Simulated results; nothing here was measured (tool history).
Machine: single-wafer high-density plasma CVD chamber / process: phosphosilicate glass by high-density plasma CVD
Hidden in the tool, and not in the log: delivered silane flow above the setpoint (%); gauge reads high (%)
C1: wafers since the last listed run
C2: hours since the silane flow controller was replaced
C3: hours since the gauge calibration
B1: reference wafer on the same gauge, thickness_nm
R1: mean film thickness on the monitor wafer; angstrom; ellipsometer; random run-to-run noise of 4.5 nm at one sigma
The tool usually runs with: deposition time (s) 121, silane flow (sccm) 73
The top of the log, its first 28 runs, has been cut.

{"run": 29, "hour": 1456.9, "deposition time (s)": 106, "silane flow (sccm)": 61, "C1": 477, "C2": 697.5, "C3": 612.3, "B1": 841.904, "R1": 6123.17}
{"run": 30, "hour": 1495.7, "deposition time (s)": 121, "silane flow (sccm)": 73, "C1": 546, "C2": 736.3, "C3": 651.1, "B1": 842.614, "R1": 8485.02}
{"run": 31, "hour": 1593.3, "deposition time (s)": 106, "silane flow (sccm)": 60, "C1": 1374, "C2": 833.9, "C3": 748.7, "B1": 841.337, "R1": 6030.69}
{"run": 32, "hour": 1660.2, "deposition time (s)": 134, "silane flow (sccm)": 60, "C1": 942, "C2": 900.8, "C3": 815.6, "B1": 842.867, "R1": 7582.36}
{"run": 33, "hour": 1704.3, "deposition time (s)": 102, "silane flow (sccm)": 87, "C1": 621, "C2": 944.9, "C3": 859.7, "B1": 843.526, "R1": 8369.21}
{"run": 34, "hour": 1748.2, "deposition time (s)": 121, "silane flow (sccm)": 60, "C1": 618, "C2": 988.8, "C3": 903.6, "B1": 842.808, "R1": 6872.01}
{"run": 35, "hour": 1779.7, "deposition time (s)": 127, "silane flow (sccm)": 62, "C1": 443, "C2": 1020.3, "C3": 935.1, "B1": 841.986, "R1": 7498.86}
{"run": 36, "hour": 1823.1, "deposition time (s)": 131, "silane flow (sccm)": 73, "C1": 611, "C2": 1063.7, "C3": 978.5, "B1": 843.568, "R1": 8991.74}
{"run": 37, "hour": 1876.0, "deposition time (s)": 106, "silane flow (sccm)": 78, "C1": 745, "C2": 1116.6, "C3": 1031.4, "B1": 842.359, "R1": 7808.51}
{"run": 38, "hour": 1915.8, "deposition time (s)": 109, "silane flow (sccm)": 66, "C1": 560, "C2": 1156.4, "C3": 1071.2, "B1": 842.746, "R1": 6756.12}
{"run": 39, "hour": 1969.7, "deposition time (s)": 121, "silane flow (sccm)": 73, "C1": 759, "C2": 1210.3, "C3": 1125.1, "B1": 842.633, "R1": 8319.97}
{"run": 40, "hour": 2040.5, "deposition time (s)": 121, "silane flow (sccm)": 77, "C1": 997, "C2": 1281.1, "C3": 1195.9, "B1": 841.66, "R1": 8734.41}

Run 41 comes next. What will it give?
{"run": 41, "hour": 2080.7, "deposition time (s)": 99, "silane flow (sccm)": 69, "C1": 566, "C2": 1321.3, "C3": 1236.1, "B1": "?", "R1": "?"}

B1: 842.404
R1: 6349.23 angstrom
Minus the tool's unlogged condition, the same run would have read R1 6518.63 angstrom.

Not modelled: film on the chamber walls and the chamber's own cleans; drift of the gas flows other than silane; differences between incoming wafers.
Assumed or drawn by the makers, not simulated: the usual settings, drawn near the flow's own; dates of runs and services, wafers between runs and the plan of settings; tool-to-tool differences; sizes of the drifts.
